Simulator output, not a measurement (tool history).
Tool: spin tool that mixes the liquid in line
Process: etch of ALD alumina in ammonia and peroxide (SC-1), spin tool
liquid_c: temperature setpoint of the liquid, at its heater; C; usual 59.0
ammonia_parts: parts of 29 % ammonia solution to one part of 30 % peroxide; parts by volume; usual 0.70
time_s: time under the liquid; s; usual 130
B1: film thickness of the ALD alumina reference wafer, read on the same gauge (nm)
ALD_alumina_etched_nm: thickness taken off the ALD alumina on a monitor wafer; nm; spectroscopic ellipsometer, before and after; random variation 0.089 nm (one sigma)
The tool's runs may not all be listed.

Run 1, day 0.000: usual settings; B1 150.01. Result: ALD_alumina_etched_nm 10.62 nm.
At day 0.446: new drum of ammonia solution connected.
Run 2, day 0.862: usual settings but liquid_c 54.5 C; B1 150.02. Result: ALD_alumina_etched_nm 8.39 nm.
At day 1.675: gauge calibrated.
Run 3, day 2.217: usual settings but liquid_c 51.5 C, ammonia_parts 0.55 parts by volume; B1 149.98. Result: ALD_alumina_etched_nm 6.99 nm.
Run 4, day 2.867: usual settings but liquid_c 51.5 C, ammonia_parts 0.55 parts by volume; B1 149.98. Result: ALD_alumina_etched_nm 6.89 nm.
Run 5, day 3.662: usual settings; B1 149.98. Result: ALD_alumina_etched_nm 10.72 nm.
Run 6, day 4.467: usual settings but time_s 100 s; B1 150.01. Result: ALD_alumina_etched_nm 8.29 nm.
At day 5.004: thermometer replaced.
Run 7, day 5.500: usual settings but ammonia_parts 0.90 parts by volume, time_s 85 s; B1 150.00. Result: ALD_alumina_etched_nm 7.07 nm.
Run 8, day 6.950: usual settings but liquid_c 55.5 C, ammonia_parts 0.80 parts by volume, time_s 55 s; B1 150.02. Result: ALD_alumina_etched_nm 3.81 nm.
At day 7.621: ammonia flow meter replaced.
Run 9, day 7.796: usual settings but time_s 85 s; B1 150.05. Result: ALD_alumina_etched_nm 6.98 nm.
Run 10, day 8.725: usual settings but liquid_c 64.5 C; B1 149.98. Result: ALD_alumina_etched_nm 14.18 nm.
Run 11, day 9.300: usual settings but liquid_c 66.0 C, time_s 100 s; B1 150.02. Result: ALD_alumina_etched_nm 11.78 nm.
At day 10.100: new drum of ammonia solution connected.
Run 12, day 10.375: usual settings; B1 150.02. Result: ALD_alumina_etched_nm 10.72 nm.
Run 13, day 11.154: usual settings but liquid_c 63.5 C, ammonia_parts 0.85 parts by volume, time_s 60 s; B1 150.02. Result: ALD_alumina_etched_nm 6.29 nm.
Run 14, day 12.621: usual settings but liquid_c 64.0 C, time_s 200 s; B1 149.97. Result: ALD_alumina_etched_nm 21.15 nm.
Run 15, day 13.358: usual settings but time_s 175 s; B1 150.00. Result: ALD_alumina_etched_nm 14.58 nm.
Run 16, day 16.575: usual settings but time_s 195 s; B1 150.00. Result: ALD_alumina_etched_nm 16.17 nm.
Run 17, day 17.725: usual settings; B1 150.01. Result: ALD_alumina_etched_nm 10.74 nm.
At day 18.000: heated supply line repaired.
Run 18, day 18.525: usual settings but ammonia_parts 0.80 parts by volume, time_s 170 s; B1 150.00. Result: ALD_alumina_etched_nm 14.20 nm.
Run 19, day 19.883: usual settings but liquid_c 50.0 C, time_s 75 s; B1 150.02. Result: ALD_alumina_etched_nm 3.85 nm.
At day 20.100: new drum of ammonia solution connected.
Run 20, day 21.062: usual settings but liquid_c 66.5 C; B1 150.01. Result: ALD_alumina_etched_nm 15.53 nm.
Run 21, day 21.979: usual settings; B1 150.00. Result: ALD_alumina_etched_nm 10.58 nm.
Run 22, day 22.892: usual settings but liquid_c 69.0 C, ammonia_parts 0.50 parts by volume, time_s 75 s; B1 149.99. Result: ALD_alumina_etched_nm 9.85 nm.
Run 23, day 23.533: usual settings but time_s 50 s; B1 149.99. Result: ALD_alumina_etched_nm 4.17 nm.
Run 24, day 24.800: usual settings; B1 149.97. Result: ALD_alumina_etched_nm 10.58 nm.
Run 25, day 25.667: usual settings but liquid_c 62.5 C, time_s 200 s; B1 150.01. Result: ALD_alumina_etched_nm 19.67 nm.
Run 26, day 26.583: usual settings; B1 150.00. Result: ALD_alumina_etched_nm 10.68 nm.

What the log doesn't show, run by run:
liquid colder than its thermometer reads (K): 0 in every run
ammonia flow above the setpoint (%): 0 in every run
temperature lost on the way to the wafer (K): 0 in every run
ammonia solution weaker than its label (%): 0 in every run
gauge reads high (%): 0 in every run
